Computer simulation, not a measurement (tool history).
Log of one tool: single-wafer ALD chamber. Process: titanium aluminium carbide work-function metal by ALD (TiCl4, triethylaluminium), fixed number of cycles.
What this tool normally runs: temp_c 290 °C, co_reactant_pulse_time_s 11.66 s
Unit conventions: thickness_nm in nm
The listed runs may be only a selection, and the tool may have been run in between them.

| run | hour | temp_c | co_reactant_pulse_time_s | read-back reference wafer on the same gauge, thickness_nm | thickness_nm |
|---|---|---|---|---|---|
| 1 | 0 | 279 | 15.34 | 2.591 | 2.14 |
| 2 | 75.6 | 279 | 15.34 | 2.589 | 2.133 |
| 3 | 178.9 | 290 | 11.66 | 2.59 | 2.185 |
|  | 281.7 | thermocouple changed; heater temperature recalibrated |
| 4 | 366.1 | 290 | 11.66 | 2.589 | 2.219 |
| 5 | 416 | 290 | 11.66 | 2.59 | 2.2 |
| 6 | 486.4 | 290 | 11.66 | 2.59 | 2.194 |
| 7 | 570.1 | 290 | 11.66 | 2.59 | 2.198 |
| 8 | 668.9 | 290 | 11.66 | 2.59 | 2.201 |
| 9 | 774.5 | 280 | 11.66 | 2.591 | 2.089 |
| 10 | 837.5 | 280 | 11.66 | 2.591 | 2.085 |
|  | 908.8 | showerhead replaced |
| 11 | 920 | 297 | 11.66 | 2.59 | 2.224 |
| 12 | 997 | 297 | 11.66 | 2.59 | 2.193 |
| 13 | 1058.5 | 300 | 15.37 | 2.589 | 2.3 |
|  | 1095.5 | triethylaluminium bottle replaced |
|  | 1161 | gauge calibrated |
| 14 | 1283.3 | 304 | 8.86 | 2.59 | 2.214 |
| 15 | 1347.8 | 303 | 15.29 | 2.59 | 2.356 |
| 16 | 1406.8 | 290 | 11.66 | 2.59 | 2.194 |
| 17 | 1448 | 278 | 8.88 | 2.589 | 1.99 |
| 18 | 1583.9 | 290 | 11.66 | 2.589 | 2.179 |
| 19 | 1663.3 | 304 | 15.86 | 2.589 | 2.352 |
|  | 1717.5 | thermocouple changed; heater temperature recalibrated |
| 20 | 1721.2 | 294 | 14.93 | 2.589 | 2.299 |
| 21 | 1824.4 | 294 | 16 | 2.59 | 2.294 |
| 22 | 1909.3 | 296 | 11.66 | 2.589 | 2.256 |
| 23 | 1987.3 | 290 | 11.66 | 2.589 | 2.189 |
| 24 | 2048.2 | 280 | 7.93 | 2.591 | 1.898 |
|  | 2210.4 | triethylaluminium bottle replaced |
| 25 | 2210.9 | 290 | 7.52 | 2.59 | 2.01 |

A few steps of thickness_nm between consecutive runs. Split each: what settings, incoming material and random variation would produce without the hidden state, and what is left over for the hidden state, along with gauge scatter present in only one of the two compared results (measured, and without hidden state):
The hidden state here: wafer temperature above the value expected at the setpoint (K); triethylaluminium dose above that of a fresh bottle (%); gauge reads high (%).
Run 16 -> 17: temp_c 290 -> 278, co_reactant_pulse_time_s 11.66 -> 8.88. thickness_nm -0.204 nm: hidden state -0.008, all else -0.196.
Run 23 -> 24: temp_c 290 -> 280, co_reactant_pulse_time_s 11.66 -> 7.93. thickness_nm -0.291 nm: hidden state -0.056, all else -0.235.
Run 24 -> 25: temp_c 280 -> 290, co_reactant_pulse_time_s 7.93 -> 7.52, triethylaluminium bottle replaced. thickness_nm +0.112 nm: hidden state +0.065, all else +0.047.
